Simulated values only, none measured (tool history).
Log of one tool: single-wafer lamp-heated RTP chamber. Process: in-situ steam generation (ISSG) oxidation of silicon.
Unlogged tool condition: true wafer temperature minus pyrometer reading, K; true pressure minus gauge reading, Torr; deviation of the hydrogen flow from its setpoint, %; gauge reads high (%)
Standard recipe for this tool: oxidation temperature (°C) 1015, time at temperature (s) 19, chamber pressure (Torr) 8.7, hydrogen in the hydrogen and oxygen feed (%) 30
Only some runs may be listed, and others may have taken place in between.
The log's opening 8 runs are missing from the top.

| run | hour | oxidation temperature (°C) | time at temperature (s) | chamber pressure (Torr) | hydrogen in the hydrogen and oxygen feed (%) | wafers since the last listed run | wafers since the last pyrometer calibration | hours since the pressure gauge was zeroed | hours since the hydrogen flow controller was replaced | hours since the gauge calibration | read-back reference wafer on the same gauge, thickness | oxide thickness on the monitor wafer (angstrom) |
|---|---|---|---|---|---|---|---|---|---|---|---|---|
| 9 | 113.5 | 1015 | 19 | 8.7 | 30 | 72 | 5406 | 2848.7 | 2786.5 | 413.9 | 5.110 | 64.12 |
|  | 139.1 | hydrogen flow controller replaced |
| 10 | 156.0 | 999 | 11 | 8.7 | 32 | 304 | 5710 | 2891.2 | 16.9 | 456.4 | 5.109 | 48.02 |
| 11 | 163.5 | 1015 | 19 | 8.7 | 30 | 66 | 5777 | 2898.7 | 24.4 | 463.9 | 5.105 | 64.08 |
| 12 | 174.6 | 1002 | 26 | 9.3 | 23 | 97 | 5875 | 2909.8 | 35.5 | 475.0 | 5.109 | 65.40 |
| 13 | 188.9 | 1015 | 14 | 9.1 | 30 | 126 | 6001 | 2924.1 | 49.8 | 489.3 | 5.114 | 55.42 |
| 14 | 200.8 | 1008 | 19 | 8.7 | 30 | 105 | 6106 | 2936.0 | 61.7 | 501.2 | 5.110 | 62.25 |
| 15 | 213.7 | 1015 | 19 | 8.7 | 30 | 113 | 6220 | 2948.9 | 74.6 | 514.1 | 5.112 | 64.14 |
| 16 | 223.5 | 1015 | 19 | 8.7 | 30 | 86 | 6306 | 2958.7 | 84.4 | 523.9 | 5.111 | 64.34 |
| 17 | 230.8 | 1015 | 19 | 8.7 | 24 | 64 | 6371 | 2966.0 | 91.7 | 531.2 | 5.106 | 60.61 |
|  | 242.1 | gauge calibrated |
| 18 | 268.0 | 998 | 19 | 8.7 | 24 | 328 | 6699 | 3003.2 | 128.9 | 25.9 | 5.112 | 56.52 |
|  | 285.1 | pyrometer window cleaned and pyrometer calibrated |
|  | 291.1 | pressure gauge zeroed |
| 19 | 297.9 | 1008 | 22 | 9.2 | 22 | 140 | 60 | 6.8 | 158.8 | 55.8 | 5.109 | 59.57 |
| 20 | 306.5 | 1015 | 19 | 8.7 | 30 | 75 | 136 | 15.4 | 167.4 | 64.4 | 5.113 | 61.82 |
| 21 | 313.9 | 1015 | 19 | 8.7 | 30 | 65 | 201 | 22.8 | 174.8 | 71.8 | 5.110 | 62.25 |
| 22 | 326.4 | 1015 | 14 | 7.8 | 30 | 110 | 311 | 35.3 | 187.3 | 84.3 | 5.114 | 54.72 |
| 23 | 335.1 | 1000 | 16 | 8.7 | 30 | 76 | 388 | 44.0 | 196.0 | 93.0 | 5.111 | 54.13 |
| 24 | 349.2 | 1015 | 19 | 8.7 | 30 | 124 | 512 | 58.1 | 210.1 | 107.1 | 5.109 | 62.01 |
| 25 | 357.1 | 1015 | 19 | 8.7 | 30 | 69 | 582 | 66.0 | 218.0 | 115.0 | 5.111 | 62.81 |
| 26 | 367.9 | 1015 | 19 | 9.4 | 30 | 95 | 678 | 76.8 | 228.8 | 125.8 | 5.116 | 61.51 |
| 27 | 411.9 | 1015 | 19 | 8.7 | 30 | 388 | 1066 | 120.8 | 272.8 | 169.8 | 5.109 | 62.57 |
| 28 | 426.5 | 1015 | 17 | 9.6 | 32 | 128 | 1195 | 135.4 | 287.4 | 184.4 | 5.109 | 59.13 |
| 29 | 437.0 | 1015 | 19 | 10.2 | 30 | 92 | 1287 | 145.9 | 297.9 | 194.9 | 5.115 | 60.78 |
| 30 | 454.9 | 1027 | 12 | 10.0 | 32 | 157 | 1445 | 163.8 | 315.8 | 212.8 | 5.111 | 52.84 |
| 31 | 461.9 | 1015 | 19 | 9.9 | 30 | 61 | 1507 | 170.8 | 322.8 | 219.8 | 5.111 | 61.59 |

Forecast each of these 4 alternatives for the next run:
| A | 462.3 | 1015 | 19 | 8.7 | 30 | 3 | 1511 | 171.2 | 323.2 | 220.2 | ? | ? |
| B | 462.3 | 1015 | 11 | 8.7 | 30 | 3 | 1511 | 171.2 | 323.2 | 220.2 | ? | ? |
| C | 462.3 | 1015 | 12 | 8.7 | 27 | 3 | 1511 | 171.2 | 323.2 | 220.2 | ? | ? |
| D | 462.3 | 1024 | 25 | 7.7 | 32 | 3 | 1511 | 171.2 | 323.2 | 220.2 | ? | ? |

| run | read-back reference wafer on the same gauge, thickness | oxide thickness on the monitor wafer (angstrom) |
|---|---|---|
| A | 5.112 | 63.01 |
| B | 5.112 | 49.17 |
| C | 5.112 | 49.68 |
| D | 5.112 | 77.23 |
The same runs, with their run-to-run variation unchanged, on a tool lacking any hidden condition would have given:
| run | oxide thickness on the monitor wafer (angstrom) |
|---|---|
| A | 61.75 |
| B | 48.35 |
| C | 48.82 |
| D | 75.50 |

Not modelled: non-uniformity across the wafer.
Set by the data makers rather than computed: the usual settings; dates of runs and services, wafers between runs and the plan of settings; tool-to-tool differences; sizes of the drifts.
